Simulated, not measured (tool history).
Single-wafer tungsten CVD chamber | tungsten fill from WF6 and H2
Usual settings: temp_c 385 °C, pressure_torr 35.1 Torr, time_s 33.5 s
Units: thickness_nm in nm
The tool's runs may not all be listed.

run   hour  temp_c  pressure_torr  time_s  wafers since the last listed run  hours since the last thermocouple change  hours since the last manometer calibration  hours since the showerhead was replaced  hours since the gauge calibration  read-back reference wafer on the same gauge, thickness_nm  thickness_nm
  1    0.0     385           32.2    37.3                                 0                                    1121.7                                      1317.4                                   6789.8                               43.3                                                     90.142        85.926
  2   34.7     385           31.2    33.5                              1044                                    1156.4                                      1352.1                                   6824.5                               78.0                                                     90.247        76.750
  3   74.1     385           31.2    33.5                              1186                                    1195.8                                      1391.5                                   6863.9                              117.4                                                     90.182        76.829
  4  141.9     385           35.1    33.5                              2041                                    1263.6                                      1459.3                                   6931.7                              185.2                                                     90.286        81.295
  5  206.3     385           35.1    33.5                              1939                                    1328.0                                      1523.7                                   6996.1                              249.6                                                     90.189        81.277
  6  266.2     385           35.1    33.5                              1803                                    1387.9                                      1583.6                                   7056.0                              309.5                                                     90.204        82.000
  7  326.7     385           35.1    33.5                              1821                                    1448.4                                      1644.1                                   7116.5                              370.0                                                     90.122        82.166
  8  375.9     385           29.5    33.5                              1481                                    1497.6                                      1693.3                                   7165.7                              419.2                                                     90.142        76.090
     427.4  -- thermocouple changed; heater temperature recalibrated
     449.2  -- showerhead replaced
  9  449.7     393           35.1    33.5                              1740                                      22.3                                      1767.1                                      0.5                              493.0                                                     90.158        88.227
 10  506.0     385           40.8    36.7                              1695                                      78.6                                      1823.4                                     56.8                              549.3                                                     90.332        91.590
     563.8  -- gauge calibrated
     566.8  -- capacitance manometer re-zeroed and calibrated
 11  567.3     385           30.9    33.5                              1604                                     139.9                                         0.5                                    118.1                                3.5                                                     90.159        72.769
 12  627.0     397           35.1    36.7                              1797                                     199.6                                        60.2                                    177.8                               63.2                                                     90.143       104.091
 13  672.4     385           35.1    40.1                              1367                                     245.0                                       105.6                                    223.2                              108.6                                                     90.198        93.629
 14  710.9     373           35.1    33.5                              1159                                     283.5                                       144.1                                    261.7                              147.1                                                     90.208        62.888
 15  773.5     385           35.1    33.5                              1884                                     346.1                                       206.7                                    324.3                              209.7                                                     90.205        78.205
 16  802.4     385           35.1    33.5                               870                                     375.0                                       235.6                                    353.2                              238.6                                                     90.159        78.143
 17  859.2     385           35.1    33.5                              1710                                     431.8                                       292.4                                    410.0                              295.4                                                     90.190        78.997

Some steps in thickness_nm between neighbouring runs. How much of each would the tool show without its hidden state too (settings, what came in, random variation), and how much is left for the hidden state, with any gauge scatter that isn't in both results?
The hidden state here: wafer temperature above the value expected at the setpoint (K); true pressure above the setpoint (%); gauge reads high (%).
Run 8 -> 9: temp_c 385 -> 393, pressure_torr 29.5 -> 35.1, thermocouple changed; heater temperature recalibrated, showerhead replaced. thickness_nm +12.137 nm: hidden state -4.620, all else +16.757.
Run 11 -> 12: temp_c 385 -> 397, pressure_torr 30.9 -> 35.1, time_s 33.5 -> 36.7. thickness_nm +31.322 nm: hidden state +0.549, all else +30.773.

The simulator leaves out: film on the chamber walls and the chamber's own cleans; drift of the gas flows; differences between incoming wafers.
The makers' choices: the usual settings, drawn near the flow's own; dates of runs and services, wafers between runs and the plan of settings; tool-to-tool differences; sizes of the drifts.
